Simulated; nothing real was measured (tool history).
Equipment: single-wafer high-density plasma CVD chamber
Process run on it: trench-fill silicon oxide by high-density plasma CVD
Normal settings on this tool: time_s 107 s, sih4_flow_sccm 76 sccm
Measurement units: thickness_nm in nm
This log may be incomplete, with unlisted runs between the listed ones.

run   hour  time_s  sih4_flow_sccm  wafers since the last listed run  hours since the silane flow controller was replaced  hours since the gauge calibration  read-back reference wafer on the same gauge, thickness_nm  thickness_nm
  1      0     107              76                                 0                                               4584.3                              140.9                                                     781.89       852.828
  2    7.3     107              76                               132                                               4591.6                              148.2                                                    782.175       852.055
  3   14.7     107              76                               134                                                 4599                              155.6                                                    782.105       847.497
  4   32.2      95              65                               317                                               4616.5                              173.1                                                    782.338       648.162
  5     48      95              65                               286                                               4632.3                              188.9                                                    782.072       649.019
  6   62.2     107              76                               257                                               4646.5                              203.1                                                     782.47       852.251
  7     80     107              76                               322                                               4664.3                              220.9                                                    782.169       852.142
  8     95     119              76                               271                                               4679.3                              235.9                                                    782.222        947.87
        97  -- gauge calibrated
  9  111.4     119              76                               297                                               4695.7                               14.4                                                    782.179       947.268
 10  123.3     107              83                               215                                               4707.6                               26.3                                                    782.338       928.902
 11  139.6     107              76                               295                                               4723.9                               42.6                                                    782.283       850.133
 12  147.9     107              76                               150                                               4732.2                               50.9                                                    781.846       850.213
 13  154.4     107              76                               117                                               4738.7                               57.4                                                    781.608       851.665
 14  169.7     107              76                               277                                                 4754                               72.7                                                    782.842       853.202
 15    185     107              76                               277                                               4769.3                                 88                                                        782        854.32
 16    193     107              76                               145                                               4777.3                                 96                                                    781.576       853.911
     209.2  -- silane flow controller replaced
 17  209.7      88              76                               157                                                  0.5                              112.7                                                     781.79       724.334
 18  219.9     107              76                               184                                                 10.7                              122.9                                                    782.479       879.579
 19  234.3     107              76                               261                                                 25.1                              137.3                                                    782.319        880.46
 20    243     113              76                               157                                                 33.8                                146                                                    782.053       932.259
 21  249.3     115              63                               114                                                 40.1                              152.3                                                    782.141       788.307
 22  265.4      95              65                               291                                                 56.2                              168.4                                                    782.075         671.1
     293.2  -- silane flow controller replaced, repeated, since the last time left the tool worse
 23  311.6     115              62                               692                                                 18.4                              214.6                                                    781.782       724.357
 24  323.8     102              70                               221                                                 30.6                              226.8                                                    782.757       724.905
 25  340.5      88              76                               302                                                 47.3                              243.5                                                    781.888       674.255
     341.4  -- gauge calibrated
 26  357.2     107              82                               302                                                   64                               15.8                                                    782.154       887.441
 27  372.4      86              85                               275                                                 79.2                                 31                                                    782.246       738.247
 28  385.4     107              76                               235                                                 92.2                                 44                                                    781.628       821.119
 29  420.3     107              76                               632                                                127.1                               78.9                                                    781.955       821.788
 30  430.5     121              86                               184                                                137.3                               89.1                                                    781.787      1047.207
 31  439.3      99              91                               159                                                146.1                               97.9                                                    781.817       908.611
 32  453.9     107              80                               264                                                160.7                              112.5                                                    781.828       865.189

Run by run, hidden condition taken away, random variation retained:
The hidden state here: delivered silane flow above the setpoint (%); gauge reads high (%).
run  thickness_nm
  1       819.888
  2       819.045
  3       814.563
  4       622.791
  5       623.448
  6       818.476
  7       818.125
  8       909.799
  9       908.966
 10       891.161
 11       815.364
 12       815.325
 13       816.625
 14       817.883
 15       818.738
 16       818.232
 17        672.75
 18       816.938
 19       817.755
 20       865.865
 21       732.164
 22       623.304
 23       720.993
 24       721.537
 25       671.121
 26       883.313
 27        734.81
 28       817.293
 29       817.946
 30      1042.307
 31       904.355
 32       861.128

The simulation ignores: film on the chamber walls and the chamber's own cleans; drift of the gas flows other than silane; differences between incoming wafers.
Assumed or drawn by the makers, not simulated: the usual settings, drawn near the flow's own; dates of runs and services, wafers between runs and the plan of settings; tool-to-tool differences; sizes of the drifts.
